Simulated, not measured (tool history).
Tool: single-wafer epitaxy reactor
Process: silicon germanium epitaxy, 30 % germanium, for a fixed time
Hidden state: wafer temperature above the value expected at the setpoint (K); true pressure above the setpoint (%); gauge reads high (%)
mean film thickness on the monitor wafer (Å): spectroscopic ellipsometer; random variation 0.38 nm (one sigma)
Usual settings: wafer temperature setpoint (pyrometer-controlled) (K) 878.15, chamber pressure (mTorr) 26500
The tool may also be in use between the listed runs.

run	day	wafer temperature setpoint (pyrometer-controlled) (K)	chamber pressure (mTorr)	wafers since the last listed run	hours since the last pyrometer calibration	hours since the last manometer calibration	hours since the showerhead was replaced	hours since the gauge calibration	read-back reference wafer on the same gauge, thickness_nm	mean film thickness on the monitor wafer (Å)
1	0	878.15	26500	0	1376.4	2230.1	2425.4	1156.5	63.514	774.46
2	3.304	878.15	26500	1534	1455.7	2309.4	2504.7	1235.8	63.645	775.11
3	5.383	878.15	28700	965	1505.6	2359.3	2554.6	1285.7	63.54	802.55
4	8.762	878.15	26500	1569	1586.7	2440.4	2635.7	1366.8	63.712	777.83
5	11.662	878.15	26500	1346	1656.3	2510	2705.3	1436.4	63.632	779.74
6	14.179	878.15	26500	1168	1716.7	2570.4	2765.7	1496.8	63.579	777.93
7	20.225	884.15	26500	2807	1861.8	2715.5	2910.8	1641.9	63.636	854.47
8	21.917	881.15	26500	785	1902.4	2756.1	2951.4	1682.5	63.622	817.97
# day 22.95: gauge calibrated
9	25.975	878.15	26500	1884	1999.8	2853.5	3048.8	72.6	63.604	780.22
10	28.9	872.15	21000	1358	2070	2923.7	3119	142.8	63.636	637.52
11	31.488	872.15	29400	1201	2132.1	2985.8	3181.1	204.9	63.643	748.05
# day 32.988: capacitance manometer re-zeroed and calibrated
12	34.05	878.15	32100	1035	2193.6	25.5	3242.6	266.4	63.602	823.84
# day 35.492: pyrometer calibrated
13	38.358	869.15	22800	1846	68.8	128.9	3346	369.8	63.56	613.79
14	40.346	878.15	32100	923	116.5	176.6	3393.7	417.5	63.583	824.08
# day 42.612: showerhead replaced
15	44.079	878.15	26500	1579	206.1	266.2	35.2	507.1	63.598	753
16	47.479	882.15	26500	1579	287.7	347.8	116.8	588.7	63.639	800.42
17	51.842	878.15	26500	2026	392.4	452.5	221.5	693.4	63.521	756.63
18	54.675	890.15	32100	1315	460.4	520.5	289.5	761.4	63.62	992.39
19	57.162	878.15	26500	1155	520.1	580.2	349.2	821.1	63.67	759.14

How the hidden state differs across the entries between the runs, from the last listed run before each to the first after it:
Between runs 8 and 9: gauge calibrated (day 22.95)
  true pressure above the setpoint (%): 8.17 -> 8.72
  measured less the result without the state, mean film thickness on the monitor wafer (Å): +28.01 -> +28.38
Between runs 11 and 12: capacitance manometer re-zeroed and calibrated (day 32.988)
  true pressure above the setpoint (%): 9.49 -> 1.05
  measured less the result without the state, mean film thickness on the monitor wafer (Å): +29.46 -> +3.81
Between runs 12 and 13: pyrometer calibrated (day 35.492)
  true pressure above the setpoint (%): 1.05 -> 1.06
  measured less the result without the state, mean film thickness on the monitor wafer (Å): +3.81 -> +2.88
Between runs 14 and 15: showerhead replaced (day 42.612)
  true pressure above the setpoint (%): 1.08 -> 1.12
  measured less the result without the state, mean film thickness on the monitor wafer (Å): +3.92 -> +3.72
